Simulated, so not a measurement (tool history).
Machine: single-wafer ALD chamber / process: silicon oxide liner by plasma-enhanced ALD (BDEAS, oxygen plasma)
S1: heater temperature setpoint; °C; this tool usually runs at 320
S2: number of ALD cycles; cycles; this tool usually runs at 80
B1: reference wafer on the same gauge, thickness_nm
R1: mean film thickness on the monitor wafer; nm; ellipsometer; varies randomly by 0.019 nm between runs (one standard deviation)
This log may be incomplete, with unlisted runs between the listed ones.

run   hour   S1  S2     B1     R1
  1    0.0  320  80  8.061  7.438
  2    6.7  320  91  8.057  8.472
  3   16.2  320  91  8.055  8.429
  4   28.6  320  80  8.049  7.417
  5   43.1  308  86  8.050  8.108
  6   54.8  308  86  8.042  8.133
  7   64.7  308  86  8.041  8.104
  8   80.3  320  80  8.038  7.431
  9   89.4  326  80  8.039  7.369
 10  106.0  320  80  8.034  7.462
 11  119.7  320  80  8.033  7.458
 12  137.3  320  80  8.026  7.416
 13  143.3  320  72  8.025  6.679
 14  152.9  320  72  8.025  6.647
 15  159.9  320  80  8.027  7.399
 16  177.3  320  80  8.021  7.400
 17  184.0  320  80  8.019  7.395
 18  194.5  320  80  8.022  7.368
     210.9  -- thermocouple changed; heater temperature recalibrated
 19  211.4  320  90  8.019  8.335
 20  215.6  320  90  8.017  8.347
 21  222.6  315  80  8.020  7.468
 22  237.1  315  80  8.014  7.427
 23  244.5  306  73  8.019  6.866
 24  254.6  306  80  8.021  7.553
 25  272.4  334  80  8.014  7.251
 26  281.7  307  80  8.016  7.578
 27  289.1  325  93  8.018  8.528
 28  302.4  332  65  8.014  5.895
     310.2  -- gauge calibrated
 29  312.6  330  68  8.164  6.319
 30  325.1  310  94  8.151  8.937
 31  340.1  308  74  8.138  7.077
 32  346.8  327  88  8.130  8.176
 33  358.7  315  72  8.118  6.783
 34  374.1  328  64  8.108  5.889
 35  380.9  330  80  8.110  7.360
 36  388.3  320  92  8.103  8.599
 37  404.4  334  67  8.095  6.156

Run 38 has not been measured yet. What should we expect?
 38  415.8  320  80   ?   ?

{"run 38": {"B1": 8.089, "R1": 7.465}}
If the tool had no hidden condition, the same run with the same run-to-run variation would have returned R1 7.533 nm.
